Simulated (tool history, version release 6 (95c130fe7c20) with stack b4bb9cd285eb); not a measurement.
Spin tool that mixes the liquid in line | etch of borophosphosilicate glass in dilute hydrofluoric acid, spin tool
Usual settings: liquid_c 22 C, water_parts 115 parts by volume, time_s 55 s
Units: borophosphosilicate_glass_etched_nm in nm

run    hour  liquid_c  water_parts  time_s  wafers since the last listed run  hours since the thermometer was replaced  hours since the hydrofluoric acid flow meter was replaced  hours since the gauge calibration  read-back film thickness of the borophosphosilicate glass reference wafer, read on the same gauge (nm)  borophosphosilicate_glass_etched_nm
  1       0        22          115      55                                 0                                    1252.2                                                     2269.5                              564.8                                                                                                   29.98                                25.44
         52  -- thermometer replaced
  2      67      20.5          140      55                              1024                                        15                                                     2336.5                              631.8                                                                                                   29.97                                19.11
  3     110      20.5          140      55                               667                                        58                                                     2379.5                              674.8                                                                                                      30                                19.27
  4   144.9        22          115      55                               541                                      92.9                                                     2414.4                              709.7                                                                                                   29.98                                25.47
  5   187.9        22          115      55                               667                                     135.9                                                     2457.4                              752.7                                                                                                   29.99                                 25.5
      216.8  -- hydrofluoric acid flow meter replaced
  6   224.9        22          115      55                               558                                     172.9                                                        8.1                              789.7                                                                                                   30.01                                25.39
  7   250.2        22          115      55                               392                                     198.2                                                       33.4                                815                                                                                                   30.02                                25.23
  8   304.5        22          115      55                               842                                     252.5                                                       87.7                              869.3                                                                                                   30.03                                25.41
  9   336.5        22          115      55                               496                                     284.5                                                      119.7                              901.3                                                                                                      30                                25.42
 10   408.3        22           80      85                              1114                                     356.3                                                      191.5                              973.1                                                                                                   30.02                                58.83
 11   462.4        17          115      55                               839                                     410.4                                                      245.6                             1027.2                                                                                                   30.02                                20.73
 12   525.7        22          115      55                               982                                     473.7                                                      308.9                             1090.5                                                                                                   29.97                                25.21
 13   557.3        22           70      85                               490                                     505.3                                                      340.5                             1122.1                                                                                                   30.02                                68.13
 14   589.9      20.5          140      55                               505                                     537.9                                                      373.1                             1154.7                                                                                                   29.99                                   19
 15   661.3        22          115      45                              1107                                     609.3                                                      444.5                             1226.1                                                                                                   30.03                                 20.8
 16   690.2        26          115      45                               448                                     638.2                                                      473.4                               1255                                                                                                   29.98                                 24.3
 17     732        27          130      55                               648                                       680                                                      515.2                             1296.8                                                                                                      30                                26.65
 18   799.5        26          115      45                              1047                                     747.5                                                      582.7                             1364.3                                                                                                   29.98                                24.45
 19   840.1        22          115      55                               629                                     788.1                                                      623.3                             1404.9                                                                                                   30.01                                25.18
 20   885.1      19.5          115      55                               698                                     833.1                                                      668.3                             1449.9                                                                                                   29.97                                22.88
 21   929.8        22           65      55                               693                                     877.8                                                        713                             1494.6                                                                                                   30.06                                47.71
 22   991.6        22           75      55                               958                                     939.6                                                      774.8                             1556.4                                                                                                   29.97                                40.57
     1009.2  -- gauge calibrated
 23  1045.4      20.5           80      30                               834                                     993.4                                                      828.6                               36.2                                                                                                   29.95                                19.37
       1078  -- thermometer replaced
 24    1080      23.5          160      55                               521                                         2                                                      863.2                               70.8                                                                                                   30.01                                18.34
 25  1124.7      23.5          140      70                               693                                      46.7                                                      907.9                              115.5                                                                                                   30.02                                27.46

The next listed run, before its measurement:
 26  1253.3        22          115      55                              1995                                     175.3                                                     1036.5                              244.1                                                                                                       ?                                    ?

read-back film thickness of the borophosphosilicate glass reference wafer, read on the same gauge (nm): 30.03
borophosphosilicate_glass_etched_nm: 25.4 nm
Without the tool's hidden state the same run would have given borophosphosilicate_glass_etched_nm 25.4 nm.
